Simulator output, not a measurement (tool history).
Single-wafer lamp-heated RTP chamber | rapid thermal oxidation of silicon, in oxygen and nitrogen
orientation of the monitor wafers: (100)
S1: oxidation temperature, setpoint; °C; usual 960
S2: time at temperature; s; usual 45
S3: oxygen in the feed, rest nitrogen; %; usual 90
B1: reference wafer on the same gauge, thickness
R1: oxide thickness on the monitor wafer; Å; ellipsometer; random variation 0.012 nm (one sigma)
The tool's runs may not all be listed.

run,hour,S1,S2,S3,B1,R1
1,0.0,960,50,90,3.494,42.00
# hour 18.8: pyrometer window cleaned and pyrometer calibrated
2,102.2,960,50,90,3.495,41.75
3,181.5,960,45,90,3.509,40.03
4,229.1,960,45,90,3.510,40.04
5,282.0,960,45,90,3.512,40.58
6,371.9,960,45,76,3.528,38.41
7,476.1,960,45,76,3.543,38.59
# hour 545.9: oxygen flow controller replaced
8,568.6,960,51,90,3.551,42.88
9,622.6,938,52,71,3.570,35.21
# hour 651.1: gauge calibrated
10,727.7,960,45,90,3.507,40.41
11,832.1,951,26,74,3.511,30.17
# hour 876.5: pyrometer window cleaned and pyrometer calibrated
12,903.2,960,45,90,3.519,40.38
13,939.9,989,45,72,3.513,46.09
14,1038.4,960,45,79,3.526,39.05
15,1141.0,936,59,90,3.541,38.43
16,1223.0,960,55,90,3.548,43.92

5 ways to go on from here, each from the tool as it stands after run 16. What would each give?
A,1223.4,960,45,90,?,?
B,1223.4,943,45,65,?,?
C,1223.4,960,45,98,?,?
D,1223.4,975,45,98,?,?
E,1223.4,989,45,79,?,?

run,B1,R1
A,3.550,40.90
B,3.550,33.77
C,3.550,41.95
D,3.550,46.59
E,3.550,47.94
Without the tool's hidden state the same runs would have given:
run,R1
A,40.29
B,33.27
C,41.34
D,45.90
E,47.24
